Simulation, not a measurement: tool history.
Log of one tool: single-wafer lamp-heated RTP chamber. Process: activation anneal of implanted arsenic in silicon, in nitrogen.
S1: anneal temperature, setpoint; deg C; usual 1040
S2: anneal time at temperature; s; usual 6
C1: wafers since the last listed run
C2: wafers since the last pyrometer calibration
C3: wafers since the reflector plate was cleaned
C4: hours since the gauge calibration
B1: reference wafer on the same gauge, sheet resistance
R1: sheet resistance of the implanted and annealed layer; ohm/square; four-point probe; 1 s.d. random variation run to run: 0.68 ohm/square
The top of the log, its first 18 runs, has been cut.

run 19 hour=499.6 | S1=1040 S2=6 | C1=633 C2=1112 C3=2620 C4=988.2 | B1=500.54 | R1=445.11
run 20 hour=520.3 | S1=1061 S2=3 | C1=476 C2=1589 C3=3097 C4=1008.9 | B1=500.95 | R1=446.3
run 21 hour=549 | S1=1062 S2=8 | C1=660 C2=2250 C3=3757 C4=1037.6 | B1=500.46 | R1=441.86
run 22 hour=574.6 | S1=1020 S2=9 | C1=589 C2=2839 C3=4347 C4=1063.2 | B1=500.2 | R1=446.37
run 23 hour=599.4 | S1=1040 S2=7 | C1=570 C2=3409 C3=4917 C4=1088 | B1=500.43 | R1=445.45
-- hour=607.4 reflector plate cleaned
run 24 hour=624.8 | S1=1054 S2=9 | C1=401 C2=3810 C3=401 C4=1113.4 | B1=500.27 | R1=442.84
-- hour=632.3 gauge calibrated
run 25 hour=652 | S1=1053 S2=9 | C1=626 C2=4436 C3=1027 C4=19.7 | B1=505.02 | R1=448.01
-- hour=687.5 pyrometer window cleaned and pyrometer calibrated
run 26 hour=688 | S1=1040 S2=6 | C1=644 C2=12 C3=1671 C4=55.7 | B1=504.46 | R1=449.55
run 27 hour=714.7 | S1=1014 S2=7 | C1=614 C2=627 C3=2286 C4=82.4 | B1=504.29 | R1=450.12
run 28 hour=739.7 | S1=1040 S2=6 | C1=575 C2=1202 C3=2861 C4=107.4 | B1=503.79 | R1=448.97
run 29 hour=770.5 | S1=1012 S2=3 | C1=708 C2=1911 C3=3570 C4=138.2 | B1=503.39 | R1=452.75
run 30 hour=789.1 | S1=1070 S2=6 | C1=428 C2=2339 C3=3999 C4=156.8 | B1=503.42 | R1=445.9
run 31 hour=820.7 | S1=1040 S2=6 | C1=727 C2=3067 C3=4726 C4=188.4 | B1=503.03 | R1=446.8
run 32 hour=833 | S1=1050 S2=9 | C1=283 C2=3350 C3=5009 C4=200.7 | B1=502.81 | R1=444.7
-- hour=843.9 reflector plate cleaned
run 33 hour=851.3 | S1=1070 S2=8 | C1=237 C2=3587 C3=171 C4=219 | B1=502.68 | R1=443.23
run 34 hour=883 | S1=1030 S2=8 | C1=729 C2=4317 C3=901 C4=250.7 | B1=502.51 | R1=448.04
run 35 hour=911.9 | S1=1054 S2=8 | C1=665 C2=4982 C3=1566 C4=279.6 | B1=502.04 | R1=443.74
run 36 hour=942.4 | S1=1054 S2=9 | C1=702 C2=5684 C3=2268 C4=310.1 | B1=501.74 | R1=443.01

Consider 5 possible next runs. They are alternatives, not a sequence: every one starts from the tool as it was left by run 36. What does each give?
run A hour=942.8 | S1=1065 S2=6 | C1=9 C2=5693 C3=2277 C4=310.5 | B1=? | R1=?
run B hour=942.8 | S1=1068 S2=3 | C1=9 C2=5693 C3=2277 C4=310.5 | B1=? | R1=?
run C hour=942.8 | S1=1040 S2=9 | C1=9 C2=5693 C3=2277 C4=310.5 | B1=? | R1=?
run D hour=942.8 | S1=1070 S2=4 | C1=9 C2=5693 C3=2277 C4=310.5 | B1=? | R1=?
run E hour=942.8 | S1=1050 S2=3 | C1=9 C2=5693 C3=2277 C4=310.5 | B1=? | R1=?

run=A B1=502.1 R1=444.83
run=B B1=502.1 R1=447.82
run=C B1=502.1 R1=445.49
run=D B1=502.1 R1=446.35
run=E B1=502.1 R1=449.25
The same runs, with their run-to-run variation unchanged, on a tool lacking any hidden condition would have given:
run=A R1=448.47
run=B R1=451.49
run=C R1=449.14
run=D R1=450.01
run=E R1=452.93
